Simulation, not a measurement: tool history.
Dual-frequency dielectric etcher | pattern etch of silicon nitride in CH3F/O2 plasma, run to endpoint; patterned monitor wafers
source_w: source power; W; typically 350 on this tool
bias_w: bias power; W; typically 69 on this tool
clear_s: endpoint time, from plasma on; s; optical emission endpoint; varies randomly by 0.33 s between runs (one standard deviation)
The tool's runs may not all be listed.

run,hour,source_w,bias_w,wafers since the last listed run,hours since the last wet clean,hours since the last source power generator calibration,hours since the last bias power generator calibration,hours since the last upper electrode change,"incoming incoming film thickness, nm",clear_s
1,0,350,69,0,293.7,3090.2,2287,5426.5,72,78.7
2,14.4,350,69,98,308.1,3104.6,2301.4,5440.9,72.1,78.4
3,23.1,350,69,59,316.8,3113.3,2310.1,5449.6,73,78.3
4,34.2,350,69,75,327.9,3124.4,2321.2,5460.7,72.5,78.8
5,48.9,350,69,100,342.6,3139.1,2335.9,5475.4,71.6,77.6
6,56.7,350,69,53,350.4,3146.9,2343.7,5483.2,71.9,78.1
# hour 66.5: source power generator calibrated
7,67.1,390,69,43,360.8,0.6,2354.1,5493.6,72.3,76.2
8,88,390,69,142,381.7,21.5,2375,5514.5,72.2,75.8
# hour 103.9: bias power generator calibrated
# hour 127.9: wet clean of the chamber
# hour 147.5: upper electrode replaced
9,148,390,69,84,20.1,81.5,44.1,0.5,72.5,79.8
10,148.4,400,65,2,20.5,81.9,44.5,0.9,72.7,80.8
11,155.6,350,57,49,27.7,89.1,51.7,8.1,72.5,85.5

For run 12, what comes out?
12,166.1,390,69,71,38.2,99.6,62.2,18.6,72.1,?

clear_s: 79.2 s
If the tool had no hidden condition, the same run with the same run-to-run variation would have returned clear_s 79.3 s.
